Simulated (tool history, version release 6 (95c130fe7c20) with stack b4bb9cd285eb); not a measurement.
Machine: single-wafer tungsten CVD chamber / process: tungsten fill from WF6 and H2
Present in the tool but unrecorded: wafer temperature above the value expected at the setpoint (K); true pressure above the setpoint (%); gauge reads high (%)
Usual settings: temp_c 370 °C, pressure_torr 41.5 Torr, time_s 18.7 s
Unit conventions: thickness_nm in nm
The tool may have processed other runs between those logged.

run,hour,temp_c,pressure_torr,time_s,wafers since the last listed run,hours since the last thermocouple change,hours since the last manometer calibration,hours since the showerhead was replaced,hours since the gauge calibration,"read-back reference wafer on the same gauge, thickness_nm",thickness_nm
1,0,380,49,18.7,0,646.2,313.9,2664.9,678.6,33.612,44.772
2,70.4,380,49,18.7,1110,716.6,384.3,2735.3,749,33.6,44.659
3,145.8,377,41.5,18.7,1189,792,459.7,2810.7,824.4,33.612,39.563
4,246.8,377,41.5,18.7,1592,893,560.7,2911.7,925.4,33.611,39.41
5,313.2,370,38.9,18.7,1047,959.4,627.1,2978.1,991.8,33.598,33.691
6,402.6,370,41.5,19.6,1410,1048.8,716.5,3067.5,1081.2,33.581,36.291
7,468.1,370,41.5,19.6,1033,1114.3,782,3133,1146.7,33.598,36.094
8,529.7,370,41.5,18.7,971,1175.9,843.6,3194.6,1208.3,33.583,34.298
9,606.7,370,41.5,18.7,1214,1252.9,920.6,3271.6,1285.3,33.593,34.345
# hour 633.9: capacitance manometer re-zeroed and calibrated
# hour 677: gauge calibrated
10,691.2,370,41.5,18.7,1206,1337.4,57.3,3356.1,14.2,33.595,34.992
11,771.7,370,37.9,18.7,1269,1417.9,137.8,3436.6,94.7,33.626,33.716
# hour 835.6: showerhead replaced
12,845.8,370,37.9,18.7,1042,1492,211.9,10.2,168.8,33.6,33.683
13,935.6,370,49.2,18.7,1416,1581.8,301.7,100,258.6,33.595,37.54
14,975.7,370,51.5,16.1,632,1621.9,341.8,140.1,298.7,33.594,32.799
15,1052.2,361,46.1,15.8,1206,1698.4,418.3,216.6,375.2,33.617,25.913
16,1124.3,359,41.5,18.7,1137,1770.5,490.4,288.7,447.3,33.608,28.207
# hour 1146: thermocouple changed; heater temperature recalibrated
17,1179,370,41.5,17.5,736,33,545.1,343.4,502,33.618,31.837
18,1261.3,370,41.5,15.8,1298,115.3,627.4,425.7,584.3,33.599,28.717
# hour 1538.2: capacitance manometer re-zeroed and calibrated
19,1580.3,378,45.2,18.7,4905,434.3,42.1,744.7,903.3,33.608,41.442
20,1641.9,377,34.9,17.7,971,495.9,103.7,806.3,964.9,33.588,34.895
21,1697.8,370,38.8,19.8,881,551.8,159.6,862.2,1020.8,33.607,35.895
22,1747.7,370,41.5,18.7,787,601.7,209.5,912.1,1070.7,33.604,34.899
23,1783.8,370,41.5,18.7,569,637.8,245.6,948.2,1106.8,33.572,34.757
24,1829,359,45.5,18.7,712,683,290.8,993.4,1152,33.574,29.322
25,1868.1,370,47.7,15.9,616,722.1,329.9,1032.5,1191.1,33.589,31.278

Consider 5 possible next runs. They are alternatives, not a sequence: every one starts from the tool as it was left by run 25. What does each give?
A,1868.5,363,41.5,18.7,6,722.5,330.3,1032.9,1191.5,?,?
B,1868.5,370,33.3,18.7,6,722.5,330.3,1032.9,1191.5,?,?
C,1868.5,379,34.5,18.7,6,722.5,330.3,1032.9,1191.5,?,?
D,1868.5,370,41.5,17.6,6,722.5,330.3,1032.9,1191.5,?,?
E,1868.5,380,41.5,18.7,6,722.5,330.3,1032.9,1191.5,?,?

run,"read-back reference wafer on the same gauge, thickness_nm",thickness_nm
A,33.607,30.362
B,33.607,31.693
C,33.607,37.884
D,33.607,32.598
E,33.607,41.568
Without the tool's hidden state the same runs would have given:
run,thickness_nm
A,29.849
B,31.178
C,37.287
D,32.067
E,40.912

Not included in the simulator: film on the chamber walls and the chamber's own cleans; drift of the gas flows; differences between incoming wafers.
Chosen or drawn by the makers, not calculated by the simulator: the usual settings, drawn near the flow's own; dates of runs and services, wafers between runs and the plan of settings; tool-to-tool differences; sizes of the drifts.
